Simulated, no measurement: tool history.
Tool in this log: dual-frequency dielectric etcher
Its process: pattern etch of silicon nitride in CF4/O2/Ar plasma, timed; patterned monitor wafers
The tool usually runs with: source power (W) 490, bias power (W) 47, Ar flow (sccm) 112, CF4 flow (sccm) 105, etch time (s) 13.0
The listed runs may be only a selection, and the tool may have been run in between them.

run,hour,source power (W),bias power (W),Ar flow (sccm),CF4 flow (sccm),etch time (s),wafers since the last listed run,hours since the last wet clean,hours since the last source power generator calibration,hours since the last bias power generator calibration,hours since the last Ar flow controller change,hours since the last CF4 flow controller change,hours since the last upper electrode change,hours since the gauge calibration,"read-back reference wafer on the same gauge, depth_nm",mean etch depth across the wafer (angstrom)
1,0.0,490,47,112,116,13.0,0,69.1,1385.9,3420.2,3258.0,599.5,5207.7,368.8,19.97,219.1
2,77.3,490,47,92,105,11.5,894,146.4,1463.2,3497.5,3335.3,676.8,5285.0,446.1,19.85,195.7
3,128.8,590,47,112,113,13.0,595,197.9,1514.7,3549.0,3386.8,728.3,5336.5,497.6,19.83,261.7
4,171.1,490,35,102,88,13.0,489,240.2,1557.0,3591.3,3429.1,770.6,5378.8,539.9,19.76,190.9
# hour 204.4: Ar flow controller replaced
# hour 229.7: bias power generator calibrated
5,265.3,490,47,112,105,13.0,973,334.4,1651.2,35.6,60.9,864.8,5473.0,634.1,19.67,211.2
# hour 295.1: upper electrode replaced
6,320.9,590,52,98,105,14.5,365,390.0,1706.8,91.2,116.5,920.4,25.8,689.7,19.69,303.5
7,399.5,560,47,112,105,16.5,909,468.6,1785.4,169.8,195.1,999.0,104.4,768.3,19.58,307.8
8,480.0,490,47,112,105,16.0,931,549.1,1865.9,250.3,275.6,1079.5,184.9,848.8,19.63,256.1
9,569.6,490,53,112,105,13.0,1036,638.7,1955.5,339.9,365.2,1169.1,274.5,938.4,19.50,216.8
# hour 595.4: source power generator calibrated
# hour 620.2: wet clean of the chamber
10,620.7,490,57,112,105,13.0,267,0.5,25.3,391.0,416.3,1220.2,325.6,989.5,19.54,221.9
11,709.2,560,35,112,125,13.0,1023,89.0,113.8,479.5,504.8,1308.7,414.1,1078.0,19.48,223.9
12,776.3,490,43,112,105,13.0,776,156.1,180.9,546.6,571.9,1375.8,481.2,1145.1,19.42,201.4
13,872.4,590,47,112,113,13.0,1111,252.2,277.0,642.7,668.0,1471.9,577.3,1241.2,19.38,252.7
14,953.6,490,47,112,105,13.0,939,333.4,358.2,723.9,749.2,1553.1,658.5,1322.4,19.41,207.4
15,1037.5,550,47,137,105,10.0,970,417.3,442.1,807.8,833.1,1637.0,742.4,1406.3,19.31,172.3
16,1106.6,490,38,112,105,14.0,799,486.4,511.2,876.9,902.2,1706.1,811.5,1475.4,19.31,210.2
17,1187.4,490,47,112,105,13.0,934,567.2,592.0,957.7,983.0,1786.9,892.3,1556.2,19.26,205.7
# hour 1255.2: wet clean of the chamber
18,1290.3,490,43,112,105,14.5,912,35.1,694.9,1060.6,1085.9,1889.8,995.2,1659.1,19.21,224.3
19,1373.7,490,47,112,105,13.0,964,118.5,778.3,1144.0,1169.3,1973.2,1078.6,1742.5,19.27,204.3
20,1410.5,490,36,102,105,13.0,425,155.3,815.1,1180.8,1206.1,2010.0,1115.4,1779.3,19.26,193.1

Consider 5 possible next runs. They are alternatives, not a sequence: every one starts from the tool as it was left by run 20. What does each give?
A,1410.9,490,47,112,84,13.0,4,155.7,815.5,1181.2,1206.5,2010.4,1115.8,1779.7,?,?
B,1410.9,490,47,120,105,14.5,4,155.7,815.5,1181.2,1206.5,2010.4,1115.8,1779.7,?,?
C,1410.9,580,47,97,105,13.0,4,155.7,815.5,1181.2,1206.5,2010.4,1115.8,1779.7,?,?
D,1410.9,490,47,131,122,16.0,4,155.7,815.5,1181.2,1206.5,2010.4,1115.8,1779.7,?,?
E,1410.9,430,42,85,123,13.0,4,155.7,815.5,1181.2,1206.5,2010.4,1115.8,1779.7,?,?

run,"read-back reference wafer on the same gauge, depth_nm",mean etch depth across the wafer (angstrom)
A,19.25,198.9
B,19.25,227.0
C,19.25,253.5
D,19.25,252.1
E,19.25,187.0
Stripped of hidden state, with their random variation kept, the same runs would have yielded:
run,mean etch depth across the wafer (angstrom)
A,211.0
B,240.8
C,268.9
D,267.4
E,198.3
